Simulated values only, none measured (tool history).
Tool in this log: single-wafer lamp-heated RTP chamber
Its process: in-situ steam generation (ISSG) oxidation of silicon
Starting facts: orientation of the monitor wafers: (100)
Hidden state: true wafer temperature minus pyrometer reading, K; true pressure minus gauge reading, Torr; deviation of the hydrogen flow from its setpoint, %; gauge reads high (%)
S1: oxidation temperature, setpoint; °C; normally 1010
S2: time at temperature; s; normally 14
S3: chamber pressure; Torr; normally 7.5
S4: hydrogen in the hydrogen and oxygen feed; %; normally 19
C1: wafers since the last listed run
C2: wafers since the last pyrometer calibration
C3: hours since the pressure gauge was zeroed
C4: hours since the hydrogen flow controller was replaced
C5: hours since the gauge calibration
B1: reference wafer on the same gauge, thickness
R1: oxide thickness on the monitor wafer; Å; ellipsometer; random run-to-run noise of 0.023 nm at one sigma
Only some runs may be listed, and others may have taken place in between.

run 1 hour=0.0 | S1=1025 S2=14 S3=7.5 S4=19 | C1=0 C2=2677 C3=3611.5 C4=3005.2 C5=303.8 | B1=5.512 | R1=59.47
run 2 hour=38.0 | S1=1025 S2=14 S3=7.5 S4=19 | C1=324 C2=3002 C3=3649.5 C4=3043.2 C5=341.8 | B1=5.512 | R1=59.68
-- hour=82.5 pyrometer window cleaned and pyrometer calibrated
run 3 hour=91.1 | S1=1025 S2=14 S3=7.5 S4=19 | C1=384 C2=73 C3=3702.6 C4=3096.3 C5=394.9 | B1=5.510 | R1=57.32
run 4 hour=284.8 | S1=1010 S2=18 S3=7.2 S4=19 | C1=1652 C2=1726 C3=3896.3 C4=3290.0 C5=588.6 | B1=5.507 | R1=61.73
run 5 hour=322.0 | S1=1010 S2=18 S3=7.2 S4=19 | C1=317 C2=2043 C3=3933.5 C4=3327.2 C5=625.8 | B1=5.513 | R1=61.99
run 6 hour=382.4 | S1=1010 S2=12 S3=7.5 S4=19 | C1=515 C2=2558 C3=3993.9 C4=3387.6 C5=686.2 | B1=5.517 | R1=51.21
run 7 hour=432.2 | S1=1010 S2=10 S3=7.5 S4=19 | C1=424 C2=2983 C3=4043.7 C4=3437.4 C5=736.0 | B1=5.510 | R1=47.66
run 8 hour=494.0 | S1=1010 S2=10 S3=7.5 S4=19 | C1=527 C2=3510 C3=4105.5 C4=3499.2 C5=797.8 | B1=5.509 | R1=47.62
-- hour=558.5 pyrometer window cleaned and pyrometer calibrated
run 9 hour=561.7 | S1=1010 S2=14 S3=8.8 S4=19 | C1=509 C2=27 C3=4173.2 C4=3566.9 C5=865.5 | B1=5.509 | R1=53.86
-- hour=570.7 gauge calibrated
run 10 hour=626.2 | S1=1018 S2=17 S3=8.8 S4=19 | C1=550 C2=577 C3=4237.7 C4=3631.4 C5=55.5 | B1=5.509 | R1=61.48
-- hour=661.4 pressure gauge zeroed
run 11 hour=665.6 | S1=1004 S2=10 S3=8.2 S4=11 | C1=267 C2=845 C3=4.2 C4=3670.8 C5=94.9 | B1=5.508 | R1=40.18
-- hour=701.4 hydrogen flow controller replaced
run 12 hour=719.6 | S1=1010 S2=14 S3=7.5 S4=12 | C1=392 C2=1238 C3=58.2 C4=18.2 C5=148.9 | B1=5.513 | R1=49.12
run 13 hour=782.3 | S1=1002 S2=12 S3=7.5 S4=19 | C1=534 C2=1773 C3=120.9 C4=80.9 C5=211.6 | B1=5.511 | R1=49.83
run 14 hour=845.5 | S1=1010 S2=10 S3=7.5 S4=19 | C1=539 C2=2312 C3=184.1 C4=144.1 C5=274.8 | B1=5.509 | R1=47.72
run 15 hour=934.4 | S1=1010 S2=14 S3=7.5 S4=19 | C1=758 C2=3070 C3=273.0 C4=233.0 C5=363.7 | B1=5.504 | R1=55.59
run 16 hour=1000.9 | S1=1010 S2=14 S3=7.5 S4=25 | C1=567 C2=3638 C3=339.5 C4=299.5 C5=430.2 | B1=5.515 | R1=59.92

Consider 4 possible next runs. They are alternatives, not a sequence: every one starts from the tool as it was left by run 16. What does each give?
run A hour=1001.3 | S1=1010 S2=14 S3=7.5 S4=19 | C1=3 C2=3641 C3=339.9 C4=299.9 C5=430.6 | B1=? | R1=?
run B hour=1001.3 | S1=1029 S2=11 S3=7.5 S4=26 | C1=3 C2=3641 C3=339.9 C4=299.9 C5=430.6 | B1=? | R1=?
run C hour=1001.3 | S1=996 S2=14 S3=7.5 S4=19 | C1=3 C2=3641 C3=339.9 C4=299.9 C5=430.6 | B1=? | R1=?
run D hour=1001.3 | S1=1028 S2=14 S3=7.5 S4=19 | C1=3 C2=3641 C3=339.9 C4=299.9 C5=430.6 | B1=? | R1=?

run=A B1=5.517 R1=55.89
run=B B1=5.517 R1=58.84
run=C B1=5.517 R1=52.84
run=D B1=5.517 R1=60.56
The same runs, with their run-to-run variation unchanged, on a tool lacking any hidden condition would have given:
run=A R1=53.37
run=B R1=56.06
run=C R1=50.67
run=D R1=57.51
